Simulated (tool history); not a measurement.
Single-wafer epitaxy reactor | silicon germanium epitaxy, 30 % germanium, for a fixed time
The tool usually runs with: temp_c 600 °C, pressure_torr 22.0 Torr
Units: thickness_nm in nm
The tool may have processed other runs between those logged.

run	hour	temp_c	pressure_torr	wafers since the last listed run	hours since the last pyrometer calibration	hours since the last manometer calibration	hours since the showerhead was replaced	hours since the gauge calibration	read-back reference wafer on the same gauge, thickness_nm	thickness_nm
1	0.0	600	22.0	0	1990.9	1894.4	4054.9	78.1	56.917	53.408
2	18.2	600	19.0	284	2009.1	1912.6	4073.1	96.3	56.899	50.637
3	32.0	600	22.0	215	2022.9	1926.4	4086.9	110.1	56.908	53.310
4	129.1	600	22.0	1516	2120.0	2023.5	4184.0	207.2	56.890	53.301
5	145.8	600	22.0	260	2136.7	2040.2	4200.7	223.9	56.906	53.422
6	161.0	600	22.0	237	2151.9	2055.4	4215.9	239.1	56.897	53.368
7	176.3	600	22.0	238	2167.2	2070.7	4231.2	254.4	56.916	53.411
# hour 207.7: pyrometer calibrated
8	208.2	600	22.0	373	0.5	2102.6	4263.1	286.3	56.899	55.092
9	225.5	600	19.0	270	17.8	2119.9	4280.4	303.6	56.896	52.201
10	241.3	610	19.3	246	33.6	2135.7	4296.2	319.4	56.906	64.517
# hour 253.5: capacitance manometer re-zeroed and calibrated
# hour 258.6: gauge calibrated
11	265.3	590	18.1	249	57.6	11.8	4320.2	6.7	56.898	42.465
# hour 294.4: showerhead replaced
12	301.0	595	25.1	432	93.3	47.5	6.6	42.4	56.894	52.872
13	335.8	600	22.0	543	128.1	82.3	41.4	77.2	56.897	55.873
14	348.4	614	23.6	196	140.7	94.9	54.0	89.8	56.882	76.180
15	375.3	591	20.5	420	167.6	121.8	80.9	116.7	56.898	44.867
16	408.1	605	16.7	512	200.4	154.6	113.7	149.5	56.902	55.796
17	442.3	600	22.0	534	234.6	188.8	147.9	183.7	56.893	55.552

Branching from run 17: 3 alternative next runs. What would each branch give?
A	442.7	600	22.0	6	235.0	189.2	148.3	184.1	?	?
B	442.7	604	25.4	6	235.0	189.2	148.3	184.1	?	?
C	442.7	600	19.2	6	235.0	189.2	148.3	184.1	?	?

run	read-back reference wafer on the same gauge, thickness_nm	thickness_nm
A	56.899	55.469
B	56.899	63.502
C	56.899	52.824
Had the tool no hidden state, the same runs would have come out as:
run	thickness_nm
A	56.511
B	64.688
C	53.817

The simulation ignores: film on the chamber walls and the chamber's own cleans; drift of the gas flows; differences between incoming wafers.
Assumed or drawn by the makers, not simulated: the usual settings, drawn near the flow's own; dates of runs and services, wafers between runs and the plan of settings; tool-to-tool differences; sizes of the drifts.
